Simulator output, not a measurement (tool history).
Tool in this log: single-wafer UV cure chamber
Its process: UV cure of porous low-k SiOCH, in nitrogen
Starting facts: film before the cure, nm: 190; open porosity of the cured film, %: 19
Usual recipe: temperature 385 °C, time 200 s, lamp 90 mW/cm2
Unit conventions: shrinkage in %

run	hour	temperature	time	lamp	wafers since the last listed run	hours since the UV bulbs were replaced	wafers since the quartz window was cleaned	shrinkage
1	0.0	385	200	90	0	632.9	2451	10.305
2	55.6	385	200	90	671	688.5	3122	10.073
3	99.9	385	200	90	535	732.8	3657	10.078
4	179.9	385	110	90	966	812.8	4624	7.681
5	254.6	385	200	90	902	887.5	5526	10.159
6	332.9	385	200	90	945	965.8	6471	10.313
7	599.2	385	200	90	3216	1232.1	9687	10.071
# hour 608.4: quartz window cleaned
8	641.4	378	200	121	413	1274.3	398	10.800
9	690.1	385	200	90	588	1323.0	986	9.646
10	746.1	379	200	90	676	1379.0	1662	9.548
11	806.2	379	200	90	725	1439.1	2388	9.134
12	876.3	379	200	90	846	1509.2	3235	9.270
13	962.0	385	200	100	1034	1594.9	4270	9.929
14	1056.2	385	200	100	1137	1689.1	5407	9.687
15	1100.5	385	200	100	535	1733.4	5942	9.899
16	1206.4	385	200	90	1278	1839.3	7221	9.357
17	1249.1	385	200	90	515	1882.0	7737	9.139
# hour 1296.9: quartz window cleaned, repeated, since the last time left the tool worse
18	1346.2	385	200	90	1076	1979.1	595	10.341
19	1384.7	385	200	90	464	2017.6	1060	10.237
# hour 1595.4: UV bulbs replaced
20	1648.0	385	200	90	3083	52.6	4143	10.161
21	1694.1	385	200	90	556	98.7	4700	10.069
22	1745.8	385	295	90	624	150.4	5324	11.734
23	1798.0	385	200	103	630	202.6	5954	10.611
24	1835.5	385	200	90	452	240.1	6407	10.149
# hour 1915.7: quartz window cleaned
25	1917.7	385	200	105	896	322.3	23	11.227
26	1969.5	385	200	113	625	374.1	649	11.471
27	2072.3	366	200	90	1241	476.9	1890	9.976
28	2179.6	375	150	66	1295	584.2	3186	7.705
29	2260.1	366	140	120	972	664.7	4158	9.471
30	2309.8	385	200	90	600	714.4	4759	10.316
31	2365.0	392	140	125	666	769.6	5425	10.153
32	2462.6	399	120	114	1178	867.2	6604	9.250
33	2520.5	385	200	90	699	925.1	7303	9.980
# hour 2592.7: quartz window cleaned
34	2604.7	367	255	127	920	1009.3	145	12.879
35	2705.9	394	270	90	1222	1110.5	1367	11.729
36	2790.1	375	160	65	1016	1194.7	2384	7.788
37	2865.1	379	200	90	905	1269.7	3290	10.149
38	2915.7	385	200	90	611	1320.3	3901	10.399
39	3014.5	373	200	90	1193	1419.1	5094	9.817
40	3055.8	385	200	90	498	1460.4	5593	10.130
41	3102.0	403	280	60	557	1506.6	6151	10.310
42	3151.7	385	200	90	600	1556.3	6751	10.099
# hour 3311.5: quartz window cleaned
43	3412.2	367	155	57	3049	1816.8	1215	7.144
44	3518.9	385	255	64	1288	1923.5	2504	9.907
45	3600.0	367	200	122	979	2004.6	3483	11.380

How would selected steps in shrinkage from run to run divide? Give the signed amount a tool lacking its hidden state would still show from settings, what came in and random variation, and the signed amount left for the hidden state, including any gauge scatter that is not in both of the compared results.
Unlogged tool condition in this case: lamp output below its setpoint, %; transmission lost against a clean window, %.
Run 7 -> 8: temperature 385 -> 378, lamp 90 -> 121, quartz window cleaned. shrinkage +0.729 %: hidden state -0.428, all else +1.157.
Run 17 -> 18: quartz window cleaned, repeated, since the last time left the tool worse. shrinkage +1.202 %: hidden state +1.092, all else +0.110.
Run 24 -> 25: lamp 90 -> 105, quartz window cleaned. shrinkage +1.078 %: hidden state +0.451, all else +0.627.
Run 33 -> 34: temperature 385 -> 367, time 200 -> 255, lamp 90 -> 127, quartz window cleaned. shrinkage +2.899 %: hidden state +0.370, all else +2.529.
Run 35 -> 36: temperature 394 -> 375, time 270 -> 160, lamp 90 -> 65. shrinkage -3.941 %: hidden state -0.055, all else -3.886.
Run 42 -> 43: temperature 385 -> 367, time 200 -> 155, lamp 90 -> 57, quartz window cleaned. shrinkage -2.955 %: hidden state +0.241, all else -3.196.

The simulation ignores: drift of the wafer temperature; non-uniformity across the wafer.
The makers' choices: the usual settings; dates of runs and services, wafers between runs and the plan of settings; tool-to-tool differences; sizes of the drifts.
